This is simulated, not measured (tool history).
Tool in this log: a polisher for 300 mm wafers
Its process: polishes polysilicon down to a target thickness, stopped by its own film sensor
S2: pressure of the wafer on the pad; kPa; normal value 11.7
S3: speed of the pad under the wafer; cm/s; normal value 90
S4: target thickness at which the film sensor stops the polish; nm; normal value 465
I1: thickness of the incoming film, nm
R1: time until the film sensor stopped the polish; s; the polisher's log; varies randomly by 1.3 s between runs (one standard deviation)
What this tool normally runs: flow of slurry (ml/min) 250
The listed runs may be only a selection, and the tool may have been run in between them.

Run 1, hour 0.0: usual settings but flow of slurry (ml/min) 195, S3 108 cm/s; I1 778.7. Result: R1 68.4 s.
At hour 58.0: head pressure recalibrated.
Run 2, hour 101.3: usual settings but S4 387 nm; I1 777.8. Result: R1 94.6 s.
Run 3, hour 195.0: usual settings; I1 769.0. Result: R1 76.1 s.
At hour 196.1: slurry nozzle cleaned.
At hour 394.3: worn pad replaced by a new one.
Run 4, hour 423.2: usual settings; I1 772.5. Result: R1 76.5 s.
Run 5, hour 463.5: usual settings; I1 774.9. Result: R1 76.2 s.
Run 6, hour 565.0: usual settings but flow of slurry (ml/min) 270; I1 768.8. Result: R1 74.7 s.
Run 7, hour 647.0: usual settings but flow of slurry (ml/min) 270; I1 765.9. Result: R1 74.3 s.
At hour 655.3: slurry nozzle cleaned.
Run 8, hour 715.8: usual settings but flow of slurry (ml/min) 270; I1 773.0. Result: R1 78.1 s.
Run 9, hour 778.7: usual settings; I1 769.6. Result: R1 77.9 s.
Run 10, hour 845.4: usual settings; I1 780.9. Result: R1 81.3 s.
At hour 900.7: head pressure recalibrated.
At hour 903.7: worn pad replaced by a new one.
Run 11, hour 1045.0: usual settings; I1 773.4. Result: R1 75.6 s.
At hour 1121.7: slurry nozzle cleaned.
Run 12, hour 1135.8: usual settings; I1 775.2. Result: R1 79.6 s.
Run 13, hour 1189.1: usual settings; I1 760.6. Result: R1 75.1 s.
Run 14, hour 1254.6: usual settings; I1 776.8. Result: R1 78.3 s.
Run 15, hour 1292.7: usual settings but S2 13.1 kPa; I1 769.9. Result: R1 68.1 s.
At hour 1312.5: worn pad replaced by a new one.
Run 16, hour 1387.3: usual settings but S3 66 cm/s, S4 551 nm; I1 769.4. Result: R1 66.1 s.
Run 17, hour 1427.5: usual settings but S3 64 cm/s; I1 771.9. Result: R1 93.0 s.
At hour 1557.7: slurry nozzle cleaned.
Run 18, hour 1697.2: usual settings but S2 10.3 kPa, S3 110 cm/s; I1 763.5. Result: R1 76.8 s.
At hour 1733.7: worn pad replaced by a new one.
Run 19, hour 1736.8: usual settings but flow of slurry (ml/min) 170, S3 100 cm/s; I1 769.0. Result: R1 67.8 s.
At hour 1778.5: head pressure recalibrated.
Run 20, hour 1785.7: usual settings; I1 768.6. Result: R1 71.5 s.
Run 21, hour 1874.4: usual settings; I1 766.6. Result: R1 74.8 s.
At hour 1981.9: slurry nozzle cleaned.
Run 22, hour 1985.3: usual settings; I1 760.7. Result: R1 72.7 s.
Run 23, hour 2074.1: usual settings but S2 10.3 kPa; I1 785.1. Result: R1 90.3 s.
Run 24, hour 2113.8: usual settings but flow of slurry (ml/min) 175, S2 7.6 kPa, S3 112 cm/s, S4 527 nm; I1 780.2. Result: R1 89.0 s.
Run 25, hour 2167.1: usual settings but S3 74 cm/s; I1 764.4. Result: R1 88.6 s.
At hour 2177.0: worn pad replaced by a new one.
Run 26, hour 2237.8: usual settings but S2 9.0 kPa; I1 765.6. Result: R1 95.9 s.
Run 27, hour 2277.3: usual settings; I1 775.7. Result: R1 73.3 s.
Run 28, hour 2350.3: usual settings but S3 108 cm/s; I1 780.0. Result: R1 67.1 s.
Run 29, hour 2394.7: usual settings; I1 763.7. Result: R1 74.7 s.

Each row is a separate what-if for the run after 29, all from the same tool condition, not one after another. Results?
Run A, hour 2395.1: usual settings but flow of slurry (ml/min) 195; I1 775.2. Result: R1 ?.
Run B, hour 2395.1: usual settings but flow of slurry (ml/min) 165, S2 13.1 kPa, S3 110 cm/s, S4 398 nm; I1 775.2. Result: R1 ?.
Run C, hour 2395.1: usual settings but S3 72 cm/s; I1 775.2. Result: R1 ?.
Run D, hour 2395.1: usual settings but S2 8.3 kPa, S3 120 cm/s; I1 775.2. Result: R1 ?.

run    R1
  A  78.7
  B  75.5
  C  89.1
  D  90.0
With the hidden condition removed and each run's random variation left untouched, the same runs would have given:
run    R1
  A  75.5
  B  72.4
  C  85.5
  D  86.3
